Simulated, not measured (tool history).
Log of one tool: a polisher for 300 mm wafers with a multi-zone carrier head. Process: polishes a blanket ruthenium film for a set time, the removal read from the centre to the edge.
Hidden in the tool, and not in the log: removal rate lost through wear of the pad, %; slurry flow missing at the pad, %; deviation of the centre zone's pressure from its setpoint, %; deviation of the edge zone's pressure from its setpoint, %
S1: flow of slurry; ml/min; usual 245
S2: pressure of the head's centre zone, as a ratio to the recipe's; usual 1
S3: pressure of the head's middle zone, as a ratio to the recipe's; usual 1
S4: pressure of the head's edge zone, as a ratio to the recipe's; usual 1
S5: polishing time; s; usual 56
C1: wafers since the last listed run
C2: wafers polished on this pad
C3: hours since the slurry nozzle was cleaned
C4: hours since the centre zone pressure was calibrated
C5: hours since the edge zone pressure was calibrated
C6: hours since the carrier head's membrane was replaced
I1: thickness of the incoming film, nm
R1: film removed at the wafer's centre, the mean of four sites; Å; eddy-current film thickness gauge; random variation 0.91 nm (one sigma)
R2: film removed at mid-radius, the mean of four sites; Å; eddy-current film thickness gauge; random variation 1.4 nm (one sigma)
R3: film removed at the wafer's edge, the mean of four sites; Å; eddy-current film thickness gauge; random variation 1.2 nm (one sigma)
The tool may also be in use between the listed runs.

run 1 day=0 | S1=245 S2=1 S3=1 S4=1 S5=56 | C1=0 C2=505 C3=335.7 C4=975.1 C5=411.9 C6=299.3 | I1=407.8 | R1=803 R2=853 R3=838
run 2 day=1.383 | S1=245 S2=1 S3=1 S4=1 S5=56 | C1=408 C2=913 C3=368.9 C4=1008.3 C5=445.1 C6=332.5 | I1=406.9 | R1=762 R2=818 R3=791
-- day=1.942 worn pad replaced by a new one
run 3 day=2.083 | S1=245 S2=1 S3=1 S4=1 S5=56 | C1=157 C2=42 C3=385.7 C4=1025.1 C5=461.9 C6=349.3 | I1=397.8 | R1=818 R2=863 R3=855
run 4 day=3.379 | S1=245 S2=1 S3=1 S4=1 S5=56 | C1=382 C2=425 C3=416.8 C4=1056.2 C5=493 C6=380.4 | I1=403.5 | R1=817 R2=875 R3=859
run 5 day=4.346 | S1=245 S2=1 S3=1 S4=1 S5=56 | C1=285 C2=710 C3=440 C4=1079.4 C5=516.2 C6=403.6 | I1=408.8 | R1=787 R2=826 R3=835
run 6 day=4.896 | S1=245 S2=1 S3=1 S4=1 S5=45 | C1=162 C2=872 C3=453.2 C4=1092.6 C5=529.4 C6=416.8 | I1=393 | R1=610 R2=673 R3=652
-- day=5.358 worn pad replaced by a new one
run 7 day=5.425 | S1=245 S2=1 S3=1 S4=1 S5=45 | C1=107 C2=20 C3=465.9 C4=1105.3 C5=542.1 C6=429.5 | I1=407.3 | R1=663 R2=681 R3=675
run 8 day=6.875 | S1=245 S2=1 S3=1 S4=1 S5=45 | C1=428 C2=448 C3=500.7 C4=1140.1 C5=576.9 C6=464.3 | I1=403.6 | R1=643 R2=682 R3=671
-- day=7.308 carrier head's membrane replaced by a new one
run 9 day=7.646 | S1=275 S2=1 S3=1 S4=1 S5=56 | C1=166 C2=614 C3=519.2 C4=1158.6 C5=595.4 C6=8.1 | I1=395 | R1=812 R2=846 R3=828
-- day=8.592 worn pad replaced by a new one
run 10 day=8.808 | S1=275 S2=1 S3=1 S4=1 S5=56 | C1=294 C2=64 C3=547.1 C4=1186.5 C5=623.3 C6=36 | I1=401.7 | R1=844 R2=878 R3=867
-- day=9.333 slurry nozzle cleaned
run 11 day=9.521 | S1=245 S2=1.04 S3=1 S4=1.06 S5=43 | C1=198 C2=262 C3=4.5 C4=1203.6 C5=640.4 C6=53.1 | I1=396 | R1=688 R2=710 R3=693
-- day=10.162 centre zone pressure recalibrated
-- day=10.25 edge zone pressure recalibrated
run 12 day=10.958 | S1=245 S2=1 S3=0.89 S4=0.97 S5=38 | C1=375 C2=637 C3=39 C4=19.1 C5=17 C6=87.6 | I1=399.2 | R1=558 R2=537 R3=568
run 13 day=12.342 | S1=245 S2=1 S3=1 S4=1 S5=56 | C1=408 C2=1046 C3=72.2 C4=52.3 C5=50.2 C6=120.8 | I1=405.1 | R1=781 R2=810 R3=783
-- day=12.738 worn pad replaced by a new one
run 14 day=13.196 | S1=245 S2=0.91 S3=1 S4=1 S5=56 | C1=203 C2=135 C3=92.7 C4=72.8 C5=70.7 C6=141.3 | I1=399.6 | R1=774 R2=892 R3=846
run 15 day=14.067 | S1=215 S2=0.95 S3=0.92 S4=0.97 S5=56 | C1=257 C2=392 C3=113.6 C4=93.7 C5=91.6 C6=162.2 | I1=402.8 | R1=786 R2=808 R3=845
run 16 day=14.733 | S1=295 S2=0.9 S3=1 S4=1.08 S5=72 | C1=196 C2=589 C3=129.6 C4=109.7 C5=107.6 C6=178.2 | I1=403.8 | R1=975 R2=1132 R3=1124
run 17 day=15.325 | S1=245 S2=1 S3=1 S4=1 S5=56 | C1=174 C2=764 C3=143.8 C4=123.9 C5=121.8 C6=192.4 | I1=399.6 | R1=788 R2=847 R3=810
run 18 day=15.912 | S1=245 S2=1 S3=0.95 S4=1 S5=56 | C1=173 C2=937 C3=157.9 C4=138 C5=135.9 C6=206.5 | I1=396.6 | R1=771 R2=820 R3=783
-- day=16.192 worn pad replaced by a new one
run 19 day=17.304 | S1=245 S2=1 S3=1 S4=1 S5=56 | C1=361 C2=329 C3=191.3 C4=171.4 C5=169.3 C6=239.9 | I1=406.6 | R1=822 R2=878 R3=867
run 20 day=18.762 | S1=245 S2=1 S3=1 S4=1 S5=56 | C1=430 C2=759 C3=226.3 C4=206.4 C5=204.3 C6=274.9 | I1=395.3 | R1=804 R2=851 R3=814

The same runs without the tool's hidden state, with the same run-to-run variation:
run=1 R1=877 R2=927 R3=898
run=2 R1=877 R2=935 R3=892
run=3 R1=873 R2=916 R3=894
run=4 R1=887 R2=943 R3=913
run=5 R1=878 R2=916 R3=912
run=6 R1=696 R2=763 R3=728
run=7 R1=714 R2=729 R3=711
run=8 R1=705 R2=742 R3=719
run=9 R1=904 R2=936 R3=903
run=10 R1=905 R2=936 R3=910
run=11 R1=697 R2=720 R3=702
run=12 R1=591 R2=568 R3=598
run=13 R1=887 R2=918 R3=884
run=14 R1=806 R2=927 R3=875
run=15 R1=834 R2=855 R3=888
run=16 R1=1046 R2=1211 R3=1196
run=17 R1=869 R2=930 R3=884
run=18 R1=874 R2=927 R3=877
run=19 R1=873 R2=929 R3=909
run=20 R1=893 R2=940 R3=889
